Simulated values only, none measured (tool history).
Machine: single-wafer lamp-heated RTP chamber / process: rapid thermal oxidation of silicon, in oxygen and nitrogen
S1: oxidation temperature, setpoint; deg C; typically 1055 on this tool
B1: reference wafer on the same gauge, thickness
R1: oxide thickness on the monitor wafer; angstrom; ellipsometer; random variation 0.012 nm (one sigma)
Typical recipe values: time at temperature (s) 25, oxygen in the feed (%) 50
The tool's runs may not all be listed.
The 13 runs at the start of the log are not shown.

{"hour": 718.6, "done": "gauge calibrated"}
{"run": 14, "hour": 762.5, "S1": 1055, "time at temperature (s)": 25, "oxygen in the feed (%)": 50, "B1": 5.138, "R1": 44.43}
{"run": 15, "hour": 830.7, "S1": 1076, "time at temperature (s)": 25, "oxygen in the feed (%)": 50, "B1": 5.142, "R1": 51.25}
{"run": 16, "hour": 866.1, "S1": 1076, "time at temperature (s)": 25, "oxygen in the feed (%)": 50, "B1": 5.142, "R1": 51.31}
{"hour": 903.1, "done": "pyrometer window cleaned and pyrometer calibrated"}
{"run": 17, "hour": 916.8, "S1": 1055, "time at temperature (s)": 25, "oxygen in the feed (%)": 50, "B1": 5.141, "R1": 43.22}
{"run": 18, "hour": 960.5, "S1": 1055, "time at temperature (s)": 25, "oxygen in the feed (%)": 50, "B1": 5.139, "R1": 43.79}
{"run": 19, "hour": 1012.9, "S1": 1055, "time at temperature (s)": 25, "oxygen in the feed (%)": 50, "B1": 5.139, "R1": 44.11}
{"run": 20, "hour": 1069.3, "S1": 1032, "time at temperature (s)": 19, "oxygen in the feed (%)": 50, "B1": 5.141, "R1": 34.46}
{"run": 21, "hour": 1131.1, "S1": 1032, "time at temperature (s)": 19, "oxygen in the feed (%)": 50, "B1": 5.138, "R1": 34.68}
{"run": 22, "hour": 1165.2, "S1": 1032, "time at temperature (s)": 25, "oxygen in the feed (%)": 50, "B1": 5.139, "R1": 38.54}
{"run": 23, "hour": 1195.4, "S1": 1055, "time at temperature (s)": 31, "oxygen in the feed (%)": 50, "B1": 5.138, "R1": 48.79}
{"hour": 1237.2, "done": "pyrometer window cleaned and pyrometer calibrated"}
{"run": 24, "hour": 1237.7, "S1": 1055, "time at temperature (s)": 25, "oxygen in the feed (%)": 50, "B1": 5.137, "R1": 43.1}
{"run": 25, "hour": 1284.7, "S1": 1081, "time at temperature (s)": 25, "oxygen in the feed (%)": 50, "B1": 5.14, "R1": 51.87}
{"run": 26, "hour": 1323.1, "S1": 1055, "time at temperature (s)": 37, "oxygen in the feed (%)": 22, "B1": 5.139, "R1": 38.79}

Run 27, settings as shown, results not yet in. Your forecast:
{"run": 27, "hour": 1348.5, "S1": 1076, "time at temperature (s)": 19, "oxygen in the feed (%)": 64, "B1": "?", "R1": "?"}

For run 27 the tool returned B1 5.141, R1 49.33 angstrom.
With no hidden state in the tool, this same run would have given R1 48.59 angstrom.
